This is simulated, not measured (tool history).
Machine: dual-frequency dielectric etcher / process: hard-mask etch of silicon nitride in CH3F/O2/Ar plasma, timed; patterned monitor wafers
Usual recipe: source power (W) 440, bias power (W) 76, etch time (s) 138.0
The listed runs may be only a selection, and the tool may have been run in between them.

| run | hour | source power (W) | bias power (W) | etch time (s) | read-back reference wafer on the same gauge, depth_nm | mean etch depth across the wafer (angstrom) |
|---|---|---|---|---|---|---|
| 1 | 0.0 | 470 | 90 | 138.0 | 95.8 | 1244 |
| 2 | 36.0 | 470 | 90 | 138.0 | 96.0 | 1242 |
| 3 | 138.6 | 440 | 67 | 118.5 | 96.0 | 917 |
|  | 220.6 | wet clean of the chamber |
| 4 | 225.5 | 440 | 67 | 118.5 | 96.3 | 922 |
| 5 | 287.5 | 440 | 88 | 138.0 | 96.4 | 1185 |
| 6 | 377.1 | 440 | 76 | 138.0 | 96.5 | 1126 |
| 7 | 429.9 | 440 | 76 | 138.0 | 96.5 | 1129 |
| 8 | 488.0 | 440 | 76 | 138.0 | 96.7 | 1130 |
| 9 | 575.7 | 490 | 76 | 138.0 | 96.8 | 1200 |
|  | 779.4 | wet clean of the chamber |
| 10 | 799.4 | 440 | 76 | 138.0 | 96.9 | 1126 |
| 11 | 905.7 | 380 | 76 | 109.5 | 97.2 | 829 |
|  | 931.3 | source power generator calibrated |
| 12 | 970.7 | 440 | 76 | 138.0 | 97.3 | 1137 |
|  | 979.2 | gauge calibrated |
| 13 | 1076.0 | 440 | 76 | 138.0 | 94.4 | 1102 |
| 14 | 1116.5 | 470 | 62 | 120.0 | 94.3 | 917 |
| 15 | 1172.8 | 440 | 76 | 138.0 | 94.4 | 1104 |
|  | 1242.3 | upper electrode replaced |
| 16 | 1243.9 | 440 | 90 | 113.0 | 94.6 | 983 |
|  | 1272.8 | wet clean of the chamber |
| 17 | 1341.4 | 440 | 76 | 138.0 | 94.9 | 1109 |
| 18 | 1443.6 | 490 | 76 | 178.5 | 94.9 | 1502 |
| 19 | 1568.1 | 400 | 76 | 138.0 | 95.0 | 1049 |
| 20 | 1608.5 | 440 | 76 | 169.5 | 95.0 | 1369 |
| 21 | 1648.0 | 440 | 76 | 138.0 | 95.3 | 1119 |
| 22 | 1727.2 | 440 | 65 | 138.0 | 95.2 | 1036 |
|  | 1744.9 | bias power generator calibrated |
| 23 | 1804.3 | 440 | 76 | 106.0 | 95.7 | 863 |
|  | 1876.4 | wet clean of the chamber |
| 24 | 1876.9 | 360 | 82 | 159.5 | 95.6 | 1197 |
| 25 | 1912.2 | 400 | 69 | 138.0 | 95.6 | 1023 |
| 26 | 2183.7 | 440 | 76 | 138.0 | 96.0 | 1130 |
| 27 | 2233.3 | 400 | 71 | 123.0 | 96.1 | 933 |
| 28 | 2295.9 | 470 | 62 | 155.0 | 96.4 | 1204 |
| 29 | 2392.8 | 440 | 69 | 105.0 | 96.3 | 824 |
|  | 2491.5 | wet clean of the chamber |
| 30 | 2492.0 | 350 | 76 | 167.5 | 96.4 | 1220 |

Forecast each of these 3 alternatives for the next run:
| A | 2492.5 | 440 | 58 | 138.0 | ? | ? |
| B | 2492.5 | 440 | 76 | 167.5 | ? | ? |
| C | 2492.5 | 440 | 63 | 138.0 | ? | ? |

| run | read-back reference wafer on the same gauge, depth_nm | mean etch depth across the wafer (angstrom) |
|---|---|---|
| A | 96.5 | 1012 |
| B | 96.5 | 1365 |
| C | 96.5 | 1045 |
Take away the tool's hidden state, keep each run's random variation, and the runs would have read:
| run | mean etch depth across the wafer (angstrom) |
|---|---|
| A | 985 |
| B | 1329 |
| C | 1017 |

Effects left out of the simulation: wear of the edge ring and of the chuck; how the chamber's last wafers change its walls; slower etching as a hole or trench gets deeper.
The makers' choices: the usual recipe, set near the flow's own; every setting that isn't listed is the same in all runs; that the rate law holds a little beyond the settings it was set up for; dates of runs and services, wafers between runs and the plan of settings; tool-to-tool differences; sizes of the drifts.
